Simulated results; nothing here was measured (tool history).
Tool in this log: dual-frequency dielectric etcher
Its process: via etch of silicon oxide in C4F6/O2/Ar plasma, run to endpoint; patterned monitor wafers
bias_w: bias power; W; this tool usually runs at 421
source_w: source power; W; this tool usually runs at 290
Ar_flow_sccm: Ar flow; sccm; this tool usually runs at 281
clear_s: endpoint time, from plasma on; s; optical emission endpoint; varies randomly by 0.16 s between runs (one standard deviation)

run     day  bias_w  source_w  Ar_flow_sccm  incoming incoming film thickness, nm  clear_s
  1       0     421       290           281                                 165.2     45.2
  2   1.471     421       290           281                                 163.7     44.7
  3   4.429     421       260           281                                 163.3       47
  4   6.267     358       290           281                                 165.4     48.1
     15.025  -- upper electrode replaced
  5  15.046     358       290           281                                 165.4       49
  6  15.212     421       330           281                                 164.6     43.9
      16.35  -- wet clean of the chamber
  7    16.6     421       290           281                                 164.6     44.9
  8  18.938     421       290           281                                   165     44.8
       19.6  -- source power generator calibrated
  9  20.462     421       290           245                                 164.9     43.8
 10  22.196     421       230           281                                 164.8       49
 11  23.675     421       290           281                                 165.1     45.2
 12  31.762     421       230           281                                 163.3       49
 13  34.475     366       290           281                                 164.3     48.2
     36.417  -- bias power generator calibrated
     38.358  -- wet clean of the chamber
 14  38.379     483       350           281                                 165.2     40.7
 15  38.958     363       290           281                                 164.6     48.1
     41.542  -- Ar flow controller replaced
 16  41.929     330       290           281                                 165.2     50.2
 17  43.988     492       330           312                                 164.3     41.9
 18  46.892     421       290           281                                 163.9     45.7
 19  48.846     468       290           307                                 165.6     45.6
 20  51.158     358       290           281                                 166.2     49.8
 21  53.775     481       230           252                                   165     47.1
     55.883  -- wet clean of the chamber
 22  55.904     421       290           281                                 165.3     45.2
 23  58.021     316       240           281                                 164.8     53.6
 24  59.996     461       340           281                                 166.1     41.7
 25  60.996     421       240           256                                 165.3     47.5
 26  63.975     339       290           327                                 165.4     50.7
 27  67.683     492       240           345                                 163.4     46.9
     74.546  -- wet clean of the chamber
 28  74.567     487       330           238                                 165.5     39.7
 29  76.467     468       350           245                                 165.5       40

What the log doesn't show, run by run:
source power that arrives over what is set, %: 0, the same for each run
Ar flow that arrives over what is set, %: 0, the same for each run
H1: etch rate over this chamber's usual, %
H2: bias power that arrives over what is set, %
run        H1      H2
  1    -0.495    4.72
  2    -0.732    4.76
  3     -1.21    4.85
  4      -1.5     4.9
  5     -2.91    5.09
  6     -2.94     5.1
  7    -0.139    5.12
  8    -0.515    5.16
  9     -0.76    5.19
 10     -1.04    5.22
 11     -1.28    5.24
 12     -2.58    5.35
 13     -3.01    5.38
 14    -0.429  -0.247
 15    -0.522  -0.161
 16        -1   0.262
 17     -1.33   0.533
 18      -1.8   0.887
 19     -2.11    1.11
 20     -2.48    1.35
 21      -2.9    1.61
 22     0.338    1.81
 23  -0.00248    1.99
 24     -0.32    2.15
 25    -0.481    2.22
 26     -0.96    2.44
 27     -1.56    2.68
 28   -0.0849    3.07
 29     -0.39    3.16
